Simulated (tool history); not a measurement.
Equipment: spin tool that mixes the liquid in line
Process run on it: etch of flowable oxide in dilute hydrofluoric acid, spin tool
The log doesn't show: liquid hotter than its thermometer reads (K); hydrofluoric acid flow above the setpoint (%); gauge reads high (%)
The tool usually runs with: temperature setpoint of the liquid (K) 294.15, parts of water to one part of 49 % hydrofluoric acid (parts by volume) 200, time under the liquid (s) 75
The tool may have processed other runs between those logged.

run	hour	temperature setpoint of the liquid (K)	parts of water to one part of 49 % hydrofluoric acid (parts by volume)	time under the liquid (s)	wafers since the last listed run	hours since the thermometer was replaced	hours since the hydrofluoric acid flow meter was replaced	hours since the gauge calibration	read-back film thickness of the flowable oxide reference wafer, read on the same gauge (nm)	thickness taken off the flowable oxide on a monitor wafer (Å)
1	0	294.15	200	75	0	2486.8	2047.4	254.4	129.99	168.6
2	14.4	294.15	200	75	155	2501.2	2061.8	268.8	129.98	168.5
3	29.1	294.15	200	75	158	2515.9	2076.5	283.5	130	167.9
4	46.7	294.15	200	75	190	2533.5	2094.1	301.1	130	166
5	53.3	294.15	200	75	71	2540.1	2100.7	307.7	130	165.8
6	66.6	294.15	200	75	143	2553.4	2114	321	129.99	165.2
7	77.5	294.15	125	75	117	2564.3	2124.9	331.9	130.01	288.8
8	91.6	294.15	125	75	152	2578.4	2139	346	130.01	290.5
9	109.1	294.15	200	75	189	2595.9	2156.5	363.5	130.02	168.8
10	120.5	294.15	200	75	123	2607.3	2167.9	374.9	130	167.2
11	138.2	293.15	200	75	191	2625	2185.6	392.6	130.01	159.9
12	144.4	293.15	200	75	66	2631.2	2191.8	398.8	129.98	160.6
13	151.5	294.15	200	75	76	2638.3	2198.9	405.9	130	167.1
14	167.9	294.15	200	75	177	2654.7	2215.3	422.3	130	166.5
15	181.1	294.15	200	75	142	2667.9	2228.5	435.5	129.99	165.5
16	188.5	296.65	265	75	79	2675.3	2235.9	442.9	130.02	131.1
# hour 190.9: thermometer replaced
17	217.8	290.65	140	75	305	26.9	2265.2	472.2	130	221.9
18	234.4	294.15	175	95	179	43.5	2281.8	488.8	130	245.4
19	252.4	294.15	200	75	194	61.5	2299.8	506.8	129.99	166.1
20	263.1	298.15	150	55	115	72.2	2310.5	517.5	130	202.8
21	277	290.15	170	75	150	86.1	2324.4	531.4	129.99	172.2
22	287.4	297.15	200	95	112	96.5	2334.8	541.8	129.99	235.6
23	298.1	297.65	275	50	115	107.2	2345.5	552.5	130	84.2
# hour 302.9: hydrofluoric acid flow meter replaced
# hour 308.5: gauge calibrated
24	314.9	290.15	150	110	170	124	12	6.4	129.99	297.3
25	329.7	290.65	265	85	159	138.8	26.8	21.2	129.99	118.1
26	339.6	296.65	115	75	106	148.7	36.7	31.1	130.03	354.9
27	356.2	290.15	275	110	179	165.3	53.3	47.7	129.99	143.6
28	369.4	294.15	200	75	142	178.5	66.5	60.9	130.01	167.8
29	381.4	294.15	200	75	129	190.5	78.5	72.9	130.01	166.5
30	396.8	294.15	200	75	166	205.9	93.9	88.3	130.02	169.9
31	410.4	294.15	200	75	146	219.5	107.5	101.9	129.99	168.5
32	419.1	294.15	200	75	93	228.2	116.2	110.6	129.99	164.9
33	434	294.15	200	75	160	243.1	131.1	125.5	130.01	168.4
34	448.6	294.15	145	110	157	257.7	145.7	140.1	130.01	359.2

For each entry between runs, how does the tool's hidden state at the last listed run before it compare with that at the first listed run after it?
From run 16 to run 17: thermometer replaced (hour 190.9)
  nothing in the hidden state changes from one run to the other
From run 23 to run 24: hydrofluoric acid flow meter replaced (hour 302.9); gauge calibrated (hour 308.5)
  nothing in the hidden state changes from one run to the other

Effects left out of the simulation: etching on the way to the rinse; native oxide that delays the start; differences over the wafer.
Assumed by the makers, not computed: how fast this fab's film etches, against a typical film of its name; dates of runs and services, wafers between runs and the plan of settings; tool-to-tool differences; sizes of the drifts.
